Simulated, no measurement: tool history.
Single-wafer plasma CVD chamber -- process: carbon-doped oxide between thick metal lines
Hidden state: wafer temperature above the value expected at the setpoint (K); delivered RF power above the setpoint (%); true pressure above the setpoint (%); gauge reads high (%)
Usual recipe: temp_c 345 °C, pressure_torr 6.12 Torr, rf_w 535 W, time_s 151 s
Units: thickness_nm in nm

run	hour	temp_c	pressure_torr	rf_w	time_s	wafers since the last listed run	hours since the last thermocouple change	hours since the last RF generator calibration	hours since the last manometer calibration	hours since the showerhead was replaced	hours since the gauge calibration	read-back reference wafer on the same gauge, thickness_nm	thickness_nm
1	0	345	6.12	535	151	0	2429.1	1811.7	1979.1	2750.4	173.5	892.782	776.57
2	10.7	345	6.12	535	151	122	2439.8	1822.4	1989.8	2761.1	184.2	892.881	778.075
# hour 23.9: gauge calibrated
3	25.7	345	6.12	535	151	171	2454.8	1837.4	2004.8	2776.1	1.8	892.818	777.125
4	42.9	345	6.12	535	166	196	2472	1854.6	2022	2793.3	19	893.198	852.719
5	58.2	345	6.12	535	166	175	2487.3	1869.9	2037.3	2808.6	34.3	892.485	851.774
6	69.4	353	6.12	610	151	128	2498.5	1881.1	2048.5	2819.8	45.5	892.462	827.783
7	79.3	345	6.12	535	151	113	2508.4	1891	2058.4	2829.7	55.4	892.75	777.203
# hour 88.9: thermocouple changed; heater temperature recalibrated
8	89.4	345	6.12	535	151	24	0.5	1901.1	2068.5	2839.8	65.5	892.811	775.492
9	91.9	345	6.12	535	151	28	3	1903.6	2071	2842.3	68	893.096	775.049
# hour 112.1: showerhead replaced
10	112.6	345	6.12	535	151	145	23.7	1924.3	2091.7	0.5	88.7	893.324	773.301
11	116.7	345	6.12	535	151	46	27.8	1928.4	2095.8	4.6	92.8	892.887	774.277
12	124.5	345	6.12	535	151	89	35.6	1936.2	2103.6	12.4	100.6	893.348	774.747
# hour 134.9: capacitance manometer re-zeroed and calibrated
# hour 142.4: RF generator calibrated
13	156.6	345	6.12	535	151	190	67.7	14.2	21.7	44.5	132.7	892.647	814.782
14	167.1	345	6.12	535	166	120	78.2	24.7	32.2	55	143.2	893.132	896.533
15	178.6	345	6.12	565	151	131	89.7	36.2	43.7	66.5	154.7	892.926	842.443
16	185.4	345	6.12	535	151	77	96.5	43	50.5	73.3	161.5	892.884	815.205
17	199.8	345	6.12	535	151	164	110.9	57.4	64.9	87.7	175.9	892.54	815.54
18	205.9	338	4.7	485	180	69	117	63.5	71	93.8	182	892.839	888.345
19	218.5	345	6.12	535	151	144	129.6	76.1	83.6	106.4	194.6	892.481	813.935
20	226.8	345	4.65	445	151	95	137.9	84.4	91.9	114.7	202.9	893.163	693.983
# hour 227.3: gauge calibrated
21	235.9	340	4.95	600	137	104	147	93.5	101	123.8	8.6	892.696	777.884
22	244.1	340	6.12	595	121	93	155.2	101.7	109.2	132	16.8	892.762	705.428
23	252	357	6.12	535	137	90	163.1	109.6	117.1	139.9	24.7	892.359	718.68
24	260.4	355	6.12	535	151	96	171.5	118	125.5	148.3	33.1	893.075	795.722
25	271.3	345	6.12	595	151	124	182.4	128.9	136.4	159.2	44	893.486	871.419
26	281.6	345	6.12	535	151	117	192.7	139.2	146.7	169.5	54.3	892.849	815.942
27	291.7	345	6.12	505	151	115	202.8	149.3	156.8	179.6	64.4	893.062	784.8

Alternative continuations, all from the tool just after run 27; predict every row:
A	292.1	345	7.65	535	151	4	203.2	149.7	157.2	180	64.8	?	?
B	292.1	354	6.12	535	151	4	203.2	149.7	157.2	180	64.8	?	?
C	292.1	345	6.12	535	128	4	203.2	149.7	157.2	180	64.8	?	?

run	read-back reference wafer on the same gauge, thickness_nm	thickness_nm
A	893.093	831.436
B	893.093	797.782
C	893.093	690.763
Had the tool no hidden state, the same runs would have come out as:
run	thickness_nm
A	832.542
B	798.843
C	691.681
